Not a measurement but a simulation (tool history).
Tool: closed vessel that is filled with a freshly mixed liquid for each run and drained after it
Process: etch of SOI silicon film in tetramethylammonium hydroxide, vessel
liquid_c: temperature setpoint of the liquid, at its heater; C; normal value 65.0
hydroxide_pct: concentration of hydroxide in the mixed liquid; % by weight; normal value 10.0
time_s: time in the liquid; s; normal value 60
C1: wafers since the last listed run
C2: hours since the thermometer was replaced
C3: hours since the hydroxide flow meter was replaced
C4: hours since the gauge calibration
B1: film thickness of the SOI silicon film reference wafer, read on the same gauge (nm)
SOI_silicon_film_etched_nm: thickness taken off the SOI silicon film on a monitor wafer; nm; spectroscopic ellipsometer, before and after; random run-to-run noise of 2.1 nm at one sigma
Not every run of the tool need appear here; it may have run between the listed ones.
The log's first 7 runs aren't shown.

run 8 day=5.608 | liquid_c=65.0 hydroxide_pct=11.0 time_s=85 | C1=2137 C2=1257.1 C3=1321.1 C4=498.6 | B1=90.00 | SOI_silicon_film_etched_nm=437.93
run 9 day=7.071 | liquid_c=65.0 hydroxide_pct=10.0 time_s=60 | C1=4263 C2=1292.2 C3=1356.2 C4=533.7 | B1=90.00 | SOI_silicon_film_etched_nm=321.93
run 10 day=8.117 | liquid_c=65.0 hydroxide_pct=10.0 time_s=60 | C1=3049 C2=1317.3 C3=1381.3 C4=558.8 | B1=90.00 | SOI_silicon_film_etched_nm=323.51
run 11 day=9.579 | liquid_c=65.0 hydroxide_pct=10.0 time_s=60 | C1=4263 C2=1352.4 C3=1416.4 C4=593.9 | B1=90.01 | SOI_silicon_film_etched_nm=321.71
run 12 day=11.067 | liquid_c=67.5 hydroxide_pct=10.0 time_s=60 | C1=4336 C2=1388.1 C3=1452.1 C4=629.6 | B1=90.01 | SOI_silicon_film_etched_nm=371.26
run 13 day=12.292 | liquid_c=58.0 hydroxide_pct=7.5 time_s=80 | C1=3571 C2=1417.5 C3=1481.5 C4=659.0 | B1=90.01 | SOI_silicon_film_etched_nm=310.38
-- day=13.071 hydroxide flow meter replaced
run 14 day=13.371 | liquid_c=65.0 hydroxide_pct=10.0 time_s=30 | C1=3024 C2=1443.4 C3=7.2 C4=684.9 | B1=89.98 | SOI_silicon_film_etched_nm=166.14
-- day=16.042 thermometer replaced
run 15 day=16.658 | liquid_c=58.5 hydroxide_pct=12.0 time_s=35 | C1=9462 C2=14.8 C3=86.1 C4=763.8 | B1=90.02 | SOI_silicon_film_etched_nm=122.29
run 16 day=17.288 | liquid_c=65.0 hydroxide_pct=10.0 time_s=60 | C1=1834 C2=29.9 C3=101.2 C4=778.9 | B1=89.99 | SOI_silicon_film_etched_nm=337.71
run 17 day=21.617 | liquid_c=65.0 hydroxide_pct=10.0 time_s=30 | C1=12621 C2=133.8 C3=205.1 C4=882.8 | B1=90.00 | SOI_silicon_film_etched_nm=167.53
run 18 day=22.525 | liquid_c=59.0 hydroxide_pct=9.0 time_s=60 | C1=2648 C2=155.6 C3=226.9 C4=904.6 | B1=90.00 | SOI_silicon_film_etched_nm=239.39
run 19 day=23.862 | liquid_c=65.0 hydroxide_pct=10.0 time_s=60 | C1=3899 C2=187.7 C3=259.0 C4=936.7 | B1=90.00 | SOI_silicon_film_etched_nm=333.05
run 20 day=24.779 | liquid_c=65.0 hydroxide_pct=12.5 time_s=60 | C1=2672 C2=209.7 C3=281.0 C4=958.7 | B1=90.01 | SOI_silicon_film_etched_nm=302.78
run 21 day=26.058 | liquid_c=60.5 hydroxide_pct=10.0 time_s=45 | C1=3729 C2=240.4 C3=311.7 C4=989.4 | B1=90.00 | SOI_silicon_film_etched_nm=189.39
run 22 day=27.496 | liquid_c=57.0 hydroxide_pct=8.0 time_s=60 | C1=4190 C2=274.9 C3=346.2 C4=1023.9 | B1=89.99 | SOI_silicon_film_etched_nm=217.77
run 23 day=28.904 | liquid_c=58.5 hydroxide_pct=10.0 time_s=75 | C1=4105 C2=308.7 C3=380.0 C4=1057.7 | B1=89.99 | SOI_silicon_film_etched_nm=276.76
run 24 day=30.154 | liquid_c=65.0 hydroxide_pct=12.5 time_s=30 | C1=3644 C2=338.7 C3=410.0 C4=1087.7 | B1=89.98 | SOI_silicon_film_etched_nm=149.98
-- day=30.554 gauge calibrated
run 25 day=31.412 | liquid_c=65.0 hydroxide_pct=9.0 time_s=60 | C1=3668 C2=368.9 C3=440.2 C4=20.6 | B1=90.00 | SOI_silicon_film_etched_nm=343.90
run 26 day=32.704 | liquid_c=65.0 hydroxide_pct=10.0 time_s=60 | C1=3765 C2=399.9 C3=471.2 C4=51.6 | B1=89.98 | SOI_silicon_film_etched_nm=330.58

Forecast run 27:
run 27 day=33.392 | liquid_c=65.0 hydroxide_pct=10.0 time_s=60 | C1=2004 C2=416.4 C3=487.7 C4=68.1 | B1=? | SOI_silicon_film_etched_nm=?

{"run 27": {"B1": 90.0, "SOI_silicon_film_etched_nm": 329.28}}
If the tool had no hidden condition, the same run with the same run-to-run variation would have returned SOI_silicon_film_etched_nm 334.20 nm.
